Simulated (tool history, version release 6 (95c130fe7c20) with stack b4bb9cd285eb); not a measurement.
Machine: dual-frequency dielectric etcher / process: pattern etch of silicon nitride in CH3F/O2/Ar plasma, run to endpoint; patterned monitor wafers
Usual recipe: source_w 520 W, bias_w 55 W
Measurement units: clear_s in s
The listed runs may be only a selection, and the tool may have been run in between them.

run,hour,source_w,bias_w,"incoming incoming film thickness, nm",clear_s
1,0.0,520,55,33.05,47.9
2,23.1,520,63,32.60,45.4
3,47.3,520,63,32.48,45.5
4,75.3,520,63,33.03,46.4
5,105.7,610,55,32.68,45.9
6,124.1,610,55,32.54,45.7
7,142.1,610,55,32.28,45.3
# hour 182.2: bias power generator calibrated
# hour 189.6: wet clean of the chamber
8,190.1,520,55,32.39,46.3
9,206.0,410,59,32.57,48.2
# hour 221.5: source power generator calibrated
10,241.8,520,55,32.63,46.9
# hour 294.1: upper electrode replaced
11,294.6,470,49,32.58,49.4
12,294.9,390,50,32.63,51.6
13,303.3,650,55,32.69,44.2
14,322.9,520,55,32.97,47.2
15,340.8,470,62,32.42,46.5
16,372.0,600,55,32.50,45.3

Each row is a separate what-if for the run after 16, all from the same tool condition, not one after another. Results?
A,372.4,520,41,32.56,?
B,372.4,560,55,32.56,?
C,372.4,400,42,32.56,?

run,clear_s
A,50.6
B,46.0
C,53.6
Take away the tool's hidden state, keep each run's random variation, and the runs would have read:
run,clear_s
A,49.7
B,45.2
C,52.6

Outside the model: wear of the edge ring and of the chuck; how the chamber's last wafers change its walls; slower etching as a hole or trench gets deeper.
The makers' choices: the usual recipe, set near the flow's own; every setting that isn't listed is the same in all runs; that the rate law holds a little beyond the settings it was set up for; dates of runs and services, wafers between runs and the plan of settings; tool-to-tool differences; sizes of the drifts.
